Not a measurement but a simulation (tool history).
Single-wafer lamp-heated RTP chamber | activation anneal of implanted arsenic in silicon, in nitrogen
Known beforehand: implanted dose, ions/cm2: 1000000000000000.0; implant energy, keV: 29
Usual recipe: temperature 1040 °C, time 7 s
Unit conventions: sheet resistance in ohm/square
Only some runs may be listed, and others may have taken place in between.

| run | hour | temperature | time | wafers since the last listed run | wafers since the last pyrometer calibration | wafers since the reflector plate was cleaned | hours since the gauge calibration | read-back reference wafer on the same gauge, sheet resistance | sheet resistance |
|---|---|---|---|---|---|---|---|---|---|
| 1 | 0.0 | 1040 | 7 | 0 | 719 | 5128 | 1193.8 | 155.01 | 136.45 |
| 2 | 27.9 | 1040 | 7 | 383 | 1102 | 5512 | 1221.7 | 155.11 | 135.47 |
|  | 44.0 | reflector plate cleaned |
| 3 | 85.1 | 1040 | 7 | 676 | 1779 | 565 | 1278.9 | 154.97 | 136.89 |
| 4 | 139.5 | 1053 | 7 | 748 | 2527 | 1313 | 1333.3 | 154.96 | 134.73 |
| 5 | 169.6 | 1040 | 7 | 413 | 2941 | 1727 | 1363.4 | 154.99 | 136.74 |
| 6 | 215.7 | 1040 | 7 | 633 | 3575 | 2361 | 1409.5 | 155.02 | 136.47 |
|  | 248.7 | pyrometer window cleaned and pyrometer calibrated |
| 7 | 273.8 | 1040 | 5 | 688 | 344 | 3050 | 1467.6 | 155.02 | 138.43 |
| 8 | 305.3 | 1040 | 5 | 433 | 777 | 3483 | 1499.1 | 155.09 | 138.27 |
| 9 | 363.3 | 1040 | 5 | 797 | 1575 | 4281 | 1557.1 | 154.98 | 137.96 |
| 10 | 425.1 | 1040 | 7 | 849 | 2425 | 5131 | 1618.9 | 155.00 | 135.88 |
| 11 | 456.8 | 1040 | 7 | 435 | 2861 | 5566 | 1650.6 | 155.00 | 135.77 |
|  | 484.6 | reflector plate cleaned |
| 12 | 547.4 | 1040 | 7 | 1135 | 3997 | 863 | 1741.2 | 155.07 | 137.14 |
|  | 593.0 | pyrometer window cleaned and pyrometer calibrated |
| 13 | 606.3 | 1020 | 7 | 699 | 182 | 1563 | 1800.1 | 154.98 | 139.40 |
| 14 | 645.3 | 1020 | 7 | 536 | 719 | 2099 | 1839.1 | 154.92 | 139.71 |
| 15 | 696.9 | 1040 | 7 | 709 | 1428 | 2809 | 1890.7 | 154.97 | 136.19 |
| 16 | 737.5 | 1058 | 11 | 558 | 1987 | 3367 | 1931.3 | 154.97 | 131.72 |
| 17 | 789.4 | 1040 | 7 | 713 | 2700 | 4081 | 1983.2 | 155.01 | 135.98 |
| 18 | 830.7 | 1027 | 9 | 567 | 3268 | 4649 | 2024.5 | 154.93 | 136.62 |
|  | 833.5 | gauge calibrated |
| 19 | 882.6 | 1030 | 9 | 713 | 3982 | 5363 | 49.1 | 155.00 | 135.78 |
|  | 894.6 | reflector plate cleaned |
|  | 917.1 | pyrometer window cleaned and pyrometer calibrated |
| 20 | 917.6 | 1032 | 11 | 261 | 7 | 206 | 84.1 | 155.01 | 135.08 |
| 21 | 972.0 | 1030 | 9 | 748 | 755 | 954 | 138.5 | 154.98 | 136.10 |
| 22 | 997.6 | 1040 | 7 | 352 | 1107 | 1306 | 164.1 | 154.97 | 136.59 |
| 23 | 1190.2 | 1068 | 6 | 2648 | 3756 | 3954 | 356.7 | 154.94 | 133.26 |
|  | 1211.4 | pyrometer window cleaned and pyrometer calibrated |
| 24 | 1235.8 | 1040 | 10 | 517 | 335 | 4471 | 402.3 | 155.06 | 134.47 |
| 25 | 1261.8 | 1040 | 9 | 357 | 693 | 4829 | 428.3 | 155.05 | 134.48 |
| 26 | 1303.7 | 1055 | 5 | 576 | 1269 | 5405 | 470.2 | 154.95 | 136.52 |
|  | 1353.5 | reflector plate cleaned |
| 27 | 1385.0 | 1040 | 8 | 1008 | 2277 | 433 | 551.5 | 154.97 | 135.75 |
| 28 | 1448.4 | 1028 | 5 | 871 | 3149 | 1305 | 614.9 | 154.97 | 140.60 |
|  | 1486.4 | pyrometer window cleaned and pyrometer calibrated |
| 29 | 1486.9 | 1030 | 5 | 419 | 6 | 1725 | 653.4 | 155.04 | 139.88 |
| 30 | 1540.1 | 1011 | 4 | 731 | 738 | 2456 | 706.6 | 154.95 | 144.91 |

Entry by entry between the runs, the difference in hidden state between the last listed run before and the first listed run after:
In the gap between runs 2 and 3: reflector plate cleaned (hour 44.0)
  wafer temperature error from the tarnished reflector plate, K: 9.01 -> 0.96
  what was measured, less what the result would be without the hidden state, sheet resistance: -1.15 -> -0.13 ohm/square
In the gap between runs 6 and 7: pyrometer window cleaned and pyrometer calibrated (hour 248.7)
  wafer temperature error from the tarnished reflector plate, K: 2.24 -> 3.32
  what was measured, less what the result would be without the hidden state, sheet resistance: -0.30 -> -0.46 ohm/square
In the gap between runs 11 and 12: reflector plate cleaned (hour 484.6)
  wafer temperature error from the tarnished reflector plate, K: 8.74 -> 0.895
  what was measured, less what the result would be without the hidden state, sheet resistance: -1.12 -> -0.12 ohm/square
In the gap between runs 12 and 13: pyrometer window cleaned and pyrometer calibrated (hour 593.0)
  wafer temperature error from the tarnished reflector plate, K: 0.895 -> 1.4
  what was measured, less what the result would be without the hidden state, sheet resistance: -0.12 -> -0.24 ohm/square
In the gap between runs 18 and 19: gauge calibrated (hour 833.5)
  wafer temperature error from the tarnished reflector plate, K: 6.24 -> 8.02
  what was measured, less what the result would be without the hidden state, sheet resistance: -0.86 -> -1.08 ohm/square
In the gap between runs 19 and 20: reflector plate cleaned (hour 894.6); pyrometer window cleaned and pyrometer calibrated (hour 917.1)
  wafer temperature error from the tarnished reflector plate, K: 8.02 -> 0.506
  what was measured, less what the result would be without the hidden state, sheet resistance: -1.08 -> -0.06 ohm/square
In the gap between runs 23 and 24: pyrometer window cleaned and pyrometer calibrated (hour 1211.4)
  wafer temperature error from the tarnished reflector plate, K: 4.51 -> 5.85
  what was measured, less what the result would be without the hidden state, sheet resistance: -0.54 -> -0.75 ohm/square
In the gap between runs 26 and 27: reflector plate cleaned (hour 1353.5)
  wafer temperature error from the tarnished reflector plate, K: 8.2 -> 1.19
  what was measured, less what the result would be without the hidden state, sheet resistance: -0.99 -> -0.16 ohm/square
In the gap between runs 28 and 29: pyrometer window cleaned and pyrometer calibrated (hour 1486.4)
  wafer temperature error from the tarnished reflector plate, K: 1.56 -> 1.97
  what was measured, less what the result would be without the hidden state, sheet resistance: -0.26 -> -0.33 ohm/square
